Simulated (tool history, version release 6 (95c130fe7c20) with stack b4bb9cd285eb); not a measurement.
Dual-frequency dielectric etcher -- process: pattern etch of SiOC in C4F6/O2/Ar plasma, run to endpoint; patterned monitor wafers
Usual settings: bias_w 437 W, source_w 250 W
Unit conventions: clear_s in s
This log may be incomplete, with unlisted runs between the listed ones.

| run | hour | bias_w | source_w | incoming incoming film thickness, nm | clear_s |
|---|---|---|---|---|---|
| 1 | 0 | 437 | 250 | 46.16 | 19.7 |
| 2 | 69.3 | 437 | 250 | 45.88 | 19.3 |
| 3 | 83 | 437 | 250 | 46.11 | 19.4 |
| 4 | 99.7 | 351 | 230 | 45.77 | 21.6 |
| 5 | 125.1 | 437 | 250 | 46.48 | 19.6 |
| 6 | 140 | 507 | 250 | 46.09 | 18.3 |
| 7 | 157.5 | 507 | 250 | 45.75 | 18 |
| 8 | 175.3 | 437 | 230 | 45.72 | 19.6 |
| 9 | 209.2 | 437 | 230 | 46.18 | 19.9 |
| 10 | 240.9 | 437 | 250 | 45.92 | 19.1 |
| 11 | 263.9 | 437 | 250 | 46.53 | 19.5 |
| 12 | 296.3 | 390 | 250 | 46.08 | 20.2 |
| 13 | 322.7 | 409 | 250 | 46.43 | 19.9 |
|  | 362.7 | source power generator calibrated |
| 14 | 363.2 | 437 | 250 | 45.83 | 19.1 |
| 15 | 375 | 437 | 250 | 46.31 | 19.3 |
| 16 | 405.6 | 437 | 250 | 45.59 | 19.1 |
| 17 | 417.8 | 492 | 210 | 45.73 | 18.7 |
| 18 | 430.4 | 336 | 200 | 45.64 | 22.2 |
| 19 | 453.9 | 437 | 300 | 45.99 | 17.9 |
|  | 495.8 | wet clean of the chamber |
| 20 | 496.3 | 437 | 200 | 45.68 | 21 |
| 21 | 496.9 | 379 | 250 | 46.19 | 20.5 |
| 22 | 554.7 | 528 | 280 | 46.1 | 17.5 |

Run 23 has not been measured yet. What should we expect?
| 23 | 571.5 | 437 | 210 | 45.66 | ? |

Logged for run 23: clear_s 20.4 s.
Without the tool's hidden state the same run would have given clear_s 20.6 s.

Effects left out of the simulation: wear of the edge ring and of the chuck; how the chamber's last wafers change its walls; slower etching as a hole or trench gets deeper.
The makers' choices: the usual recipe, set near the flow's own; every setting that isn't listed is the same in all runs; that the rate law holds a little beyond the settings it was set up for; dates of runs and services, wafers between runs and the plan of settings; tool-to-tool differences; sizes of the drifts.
